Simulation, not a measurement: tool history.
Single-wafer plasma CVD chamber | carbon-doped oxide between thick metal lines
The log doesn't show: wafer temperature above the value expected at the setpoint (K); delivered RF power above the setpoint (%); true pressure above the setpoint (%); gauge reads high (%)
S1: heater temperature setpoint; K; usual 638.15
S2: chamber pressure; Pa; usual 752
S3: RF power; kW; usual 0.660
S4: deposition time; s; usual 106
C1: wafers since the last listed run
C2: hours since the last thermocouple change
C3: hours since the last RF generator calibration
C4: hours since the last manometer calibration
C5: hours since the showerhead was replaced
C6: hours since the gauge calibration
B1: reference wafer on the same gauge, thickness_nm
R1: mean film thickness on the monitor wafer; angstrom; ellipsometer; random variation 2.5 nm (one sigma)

Run 1, day 0.000: usual settings; C1 0; C2 2367.3; C3 942.0; C4 2751.0; C5 6177.8; C6 434.5; B1 635.441. Result: R1 5979.57 angstrom.
Run 2, day 0.517: usual settings; C1 211; C2 2379.7; C3 954.4; C4 2763.4; C5 6190.2; C6 446.9; B1 635.805. Result: R1 5930.72 angstrom.
Run 3, day 1.900: usual settings; C1 565; C2 2412.9; C3 987.6; C4 2796.6; C5 6223.4; C6 480.1; B1 636.019. Result: R1 5976.52 angstrom.
Run 4, day 3.092: usual settings; C1 486; C2 2441.5; C3 1016.2; C4 2825.2; C5 6252.0; C6 508.7; B1 636.416. Result: R1 5980.32 angstrom.
Run 5, day 4.133: usual settings; C1 425; C2 2466.5; C3 1041.2; C4 2850.2; C5 6277.0; C6 533.7; B1 635.448. Result: R1 5959.88 angstrom.
Run 6, day 4.921: usual settings; C1 321; C2 2485.4; C3 1060.1; C4 2869.1; C5 6295.9; C6 552.6; B1 635.707. Result: R1 5937.56 angstrom.
Run 7, day 5.612: usual settings; C1 282; C2 2502.0; C3 1076.7; C4 2885.7; C5 6312.5; C6 569.2; B1 635.981. Result: R1 5944.60 angstrom.
Run 8, day 6.812: usual settings; C1 490; C2 2530.8; C3 1105.5; C4 2914.5; C5 6341.3; C6 598.0; B1 636.252. Result: R1 5982.35 angstrom.
Run 9, day 7.733: usual settings; C1 376; C2 2552.9; C3 1127.6; C4 2936.6; C5 6363.4; C6 620.1; B1 636.097. Result: R1 5984.34 angstrom.
Run 10, day 8.875: usual settings; C1 466; C2 2580.3; C3 1155.0; C4 2964.0; C5 6390.8; C6 647.5; B1 636.343. Result: R1 5977.07 angstrom.
At day 9.579: gauge calibrated.
At day 10.100: capacitance manometer re-zeroed and calibrated.
Run 11, day 10.121: usual settings; C1 372; C2 2610.2; C3 1184.9; C4 0.5; C5 6420.7; C6 13.0; B1 635.978. Result: R1 5909.50 angstrom.
Run 12, day 10.846: usual settings but S2 900 Pa; C1 296; C2 2627.6; C3 1202.3; C4 17.9; C5 6438.1; C6 30.4; B1 635.527. Result: R1 6101.78 angstrom.
Run 13, day 12.233: usual settings but S2 900 Pa; C1 566; C2 2660.9; C3 1235.6; C4 51.2; C5 6471.4; C6 63.7; B1 635.623. Result: R1 6138.78 angstrom.
At day 12.892: showerhead replaced.
Run 14, day 13.671: usual settings but S2 608 Pa, S3 0.585 kW; C1 451; C2 2695.4; C3 1270.1; C4 85.7; C5 18.7; C6 98.2; B1 636.219. Result: R1 5054.40 angstrom.
At day 14.750: thermocouple changed; heater temperature recalibrated.
Run 15, day 14.862: usual settings but S1 623.15 K, S2 588 Pa, S3 0.595 kW, S4 100 s; C1 350; C2 2.7; C3 1298.7; C4 114.3; C5 47.3; C6 126.8; B1 636.384. Result: R1 5023.90 angstrom.
Run 16, day 15.883: usual settings but S1 624.15 K, S2 924 Pa, S3 0.790 kW, S4 96 s; C1 417; C2 27.2; C3 1323.2; C4 138.8; C5 71.8; C6 151.3; B1 636.183. Result: R1 6756.39 angstrom.
Run 17, day 16.392: usual settings but S1 623.15 K, S2 628 Pa, S3 0.535 kW, S4 94 s; C1 207; C2 39.4; C3 1335.4; C4 151.0; C5 84.0; C6 163.5; B1 635.902. Result: R1 4130.36 angstrom.
At day 17.133: RF generator calibrated.
Run 18, day 17.154: usual settings; C1 175; C2 57.7; C3 0.5; C4 169.3; C5 102.3; C6 181.8; B1 636.058. Result: R1 6200.17 angstrom.
Run 19, day 18.108: usual settings; C1 389; C2 80.6; C3 23.4; C4 192.2; C5 125.2; C6 204.7; B1 636.346. Result: R1 6288.78 angstrom.
Run 20, day 18.696: usual settings but S1 629.15 K; C1 240; C2 94.7; C3 37.5; C4 206.3; C5 139.3; C6 218.8; B1 635.739. Result: R1 6357.71 angstrom.
Run 21, day 21.933: usual settings but S2 603 Pa, S4 114 s; C1 1322; C2 172.4; C3 115.2; C4 284.0; C5 217.0; C6 296.5; B1 636.097. Result: R1 6363.54 angstrom.
Run 22, day 22.583: usual settings but S2 627 Pa, S3 0.570 kW; C1 265; C2 188.0; C3 130.8; C4 299.6; C5 232.6; C6 312.1; B1 635.728. Result: R1 5121.40 angstrom.
Run 23, day 23.604: usual settings but S1 644.15 K, S3 0.530 kW, S4 93 s; C1 417; C2 212.5; C3 155.3; C4 324.1; C5 257.1; C6 336.6; B1 635.904. Result: R1 4179.36 angstrom.
Run 24, day 24.808: usual settings but S1 652.15 K, S2 935 Pa, S3 0.750 kW, S4 97 s; C1 492; C2 241.4; C3 184.2; C4 353.0; C5 286.0; C6 365.5; B1 635.636. Result: R1 6278.28 angstrom.
Run 25, day 26.033: usual settings but S3 0.700 kW; C1 500; C2 270.8; C3 213.6; C4 382.4; C5 315.4; C6 394.9; B1 635.857. Result: R1 6475.86 angstrom.
Run 26, day 26.629: usual settings; C1 243; C2 285.1; C3 227.9; C4 396.7; C5 329.7; C6 409.2; B1 636.346. Result: R1 6132.69 angstrom.

Measured less the same run without the tool's hidden state. The same run-to-run variation is in both; the gauge's scatter may not be:
run       R1
  1  -296.81
  2  -295.56
  3  -300.91
  4  -303.56
  5  -304.55
  6  -304.86
  7  -306.45
  8  -310.44
  9  -312.03
 10  -313.40
 11  -311.63
 12  -322.76
 13  -326.56
 14  -282.02
 15  -279.72
 16  -337.90
 17  -275.88
 18   -13.99
 19   -30.02
 20   -39.87
 21   -88.87
 22   -83.10
 23   -91.24
 24  -121.16
 25  -141.60
 26  -143.04

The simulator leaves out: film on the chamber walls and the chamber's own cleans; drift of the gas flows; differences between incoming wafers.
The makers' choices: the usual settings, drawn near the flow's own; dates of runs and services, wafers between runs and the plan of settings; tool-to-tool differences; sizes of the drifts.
